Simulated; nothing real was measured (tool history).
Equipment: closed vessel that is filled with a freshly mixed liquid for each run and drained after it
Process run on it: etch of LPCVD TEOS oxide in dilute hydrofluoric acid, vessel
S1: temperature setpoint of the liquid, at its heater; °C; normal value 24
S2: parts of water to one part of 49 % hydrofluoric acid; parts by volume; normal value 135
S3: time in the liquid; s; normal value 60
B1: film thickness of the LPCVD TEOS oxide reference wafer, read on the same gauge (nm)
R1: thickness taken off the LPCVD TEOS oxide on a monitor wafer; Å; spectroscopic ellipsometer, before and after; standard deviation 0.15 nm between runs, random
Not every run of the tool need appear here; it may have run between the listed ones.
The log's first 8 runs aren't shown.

{"hour": 654.7, "done": "hydrofluoric acid flow meter replaced"}
{"run": 9, "hour": 658.3, "S1": 24, "S2": 135, "S3": 60, "B1": 60.03, "R1": 173.5}
{"run": 10, "hour": 712.6, "S1": 24, "S2": 135, "S3": 60, "B1": 59.99, "R1": 175.4}
{"run": 11, "hour": 849.6, "S1": 24, "S2": 100, "S3": 30, "B1": 59.95, "R1": 120.1}
{"run": 12, "hour": 1000.5, "S1": 24, "S2": 135, "S3": 60, "B1": 59.99, "R1": 172.7}
{"hour": 1043.2, "done": "thermometer replaced"}
{"run": 13, "hour": 1044.5, "S1": 28.5, "S2": 115, "S3": 95, "B1": 60, "R1": 421.9}
{"run": 14, "hour": 1104.5, "S1": 24, "S2": 135, "S3": 60, "B1": 59.99, "R1": 188.3}
{"run": 15, "hour": 1208.9, "S1": 19, "S2": 135, "S3": 60, "B1": 59.98, "R1": 154.2}
{"run": 16, "hour": 1270.2, "S1": 24, "S2": 75, "S3": 90, "B1": 59.99, "R1": 536.9}
{"run": 17, "hour": 1326.4, "S1": 22, "S2": 135, "S3": 30, "B1": 60.05, "R1": 85.5}
{"run": 18, "hour": 1433.7, "S1": 24, "S2": 135, "S3": 60, "B1": 60, "R1": 183.6}
{"hour": 1453.7, "done": "hydrofluoric acid flow meter replaced"}
{"run": 19, "hour": 1478.9, "S1": 24, "S2": 135, "S3": 80, "B1": 59.99, "R1": 245.8}
{"run": 20, "hour": 1571.3, "S1": 20.5, "S2": 200, "S3": 45, "B1": 59.96, "R1": 75.3}
{"run": 21, "hour": 1662.2, "S1": 22.5, "S2": 105, "S3": 60, "B1": 59.97, "R1": 230.3}
{"run": 22, "hour": 1929.9, "S1": 22, "S2": 135, "S3": 60, "B1": 60.05, "R1": 163.8}
{"hour": 2012.9, "done": "gauge calibrated"}
{"run": 23, "hour": 2036.7, "S1": 24, "S2": 135, "S3": 45, "B1": 60, "R1": 134}
{"run": 24, "hour": 2079.4, "S1": 25.5, "S2": 165, "S3": 95, "B1": 60.04, "R1": 237.9}
{"hour": 2163.9, "done": "hydrofluoric acid flow meter replaced"}
{"run": 25, "hour": 2184.8, "S1": 24, "S2": 135, "S3": 60, "B1": 59.99, "R1": 177.7}
{"run": 26, "hour": 2292.3, "S1": 24, "S2": 135, "S3": 60, "B1": 60.04, "R1": 175.6}
{"run": 27, "hour": 2351.7, "S1": 24, "S2": 135, "S3": 60, "B1": 60.03, "R1": 176.3}
{"run": 28, "hour": 2439.8, "S1": 24, "S2": 135, "S3": 60, "B1": 60.01, "R1": 174.9}
{"run": 29, "hour": 2510.6, "S1": 24, "S2": 195, "S3": 60, "B1": 60, "R1": 113.6}
{"run": 30, "hour": 2614.3, "S1": 19, "S2": 115, "S3": 85, "B1": 59.98, "R1": 242.5}
{"run": 31, "hour": 2706.7, "S1": 24, "S2": 115, "S3": 60, "B1": 60.04, "R1": 203.6}
{"run": 32, "hour": 2778.2, "S1": 24, "S2": 85, "S3": 60, "B1": 60, "R1": 289.9}
{"run": 33, "hour": 2874.8, "S1": 24, "S2": 175, "S3": 70, "B1": 59.99, "R1": 148.3}

Alternative continuations, all from the tool just after run 33; predict every row:
{"run": "A", "hour": 2875.5, "S1": 24, "S2": 160, "S3": 60, "B1": "?", "R1": "?"}
{"run": "B", "hour": 2875.5, "S1": 27.5, "S2": 70, "S3": 60, "B1": "?", "R1": "?"}
{"run": "C", "hour": 2875.5, "S1": 24, "S2": 135, "S3": 85, "B1": "?", "R1": "?"}
{"run": "D", "hour": 2875.5, "S1": 26, "S2": 135, "S3": 90, "B1": "?", "R1": "?"}

run=A B1=59.99 R1=143.5
run=B B1=59.99 R1=419
run=C B1=59.99 R1=247.6
run=D B1=59.99 R1=283.5
With the hidden condition removed and each run's random variation left untouched, the same runs would have given:
run=A R1=158.4
run=B R1=464.1
run=C R1=273.7
run=D R1=312.9

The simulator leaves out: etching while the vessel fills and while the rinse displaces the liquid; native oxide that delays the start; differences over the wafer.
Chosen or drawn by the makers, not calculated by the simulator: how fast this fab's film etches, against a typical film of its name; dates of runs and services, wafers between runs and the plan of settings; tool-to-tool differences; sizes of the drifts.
